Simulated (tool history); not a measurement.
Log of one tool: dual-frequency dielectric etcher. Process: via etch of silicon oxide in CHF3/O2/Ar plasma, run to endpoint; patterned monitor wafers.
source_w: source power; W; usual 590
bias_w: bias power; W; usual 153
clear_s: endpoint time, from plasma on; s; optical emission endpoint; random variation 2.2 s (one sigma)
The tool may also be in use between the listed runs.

run	day	source_w	bias_w	incoming incoming film thickness, nm	clear_s
1	0.000	590	153	776.7	417.0
2	0.917	540	153	773.4	422.9
3	2.375	530	153	782.9	432.4
4	3.679	590	153	780.9	415.4
5	5.067	590	153	772.4	410.6
6	5.929	590	153	781.2	416.5
7	6.938	590	153	786.2	418.9
8	8.267	590	153	778.3	422.2
9	9.233	590	153	776.1	419.1
10	10.704	590	153	779.6	427.3
11	11.946	590	174	778.4	406.9
12	13.271	590	174	777.0	400.9
13	14.458	620	153	787.0	425.1
14	15.208	590	153	778.3	425.7
# day 17.146: wet clean of the chamber
15	17.167	590	153	768.1	400.9
16	17.479	650	186	781.4	368.3
17	18.771	510	183	778.3	407.6
18	19.371	700	119	778.2	421.5
# day 21.692: upper electrode replaced
19	21.712	510	139	785.9	452.8
20	21.729	480	128	780.4	476.1
21	23.208	590	153	777.9	412.4
22	24.238	510	181	777.4	405.8
# day 25.938: bias power generator calibrated
# day 27.179: source power generator calibrated
23	28.367	590	178	770.3	391.2
24	29.758	540	167	786.2	424.9
25	30.529	440	153	779.7	467.3
26	31.800	660	171	769.5	385.1
27	34.408	650	165	777.3	393.1
28	36.242	590	164	777.9	411.6
29	38.838	590	153	779.8	427.7

5 ways to go on from here, each from the tool as it stands after run 29. What would each give?
A	38.858	490	153	784.8	?
B	38.858	590	141	784.8	?
C	38.858	720	177	784.8	?
D	38.858	470	170	784.8	?
E	38.858	590	182	784.8	?

run	clear_s
A	461.0
B	442.0
C	378.2
D	450.8
E	403.8
Without the tool's hidden state the same runs would have given:
run	clear_s
A	436.7
B	418.8
C	358.4
D	427.1
E	382.6
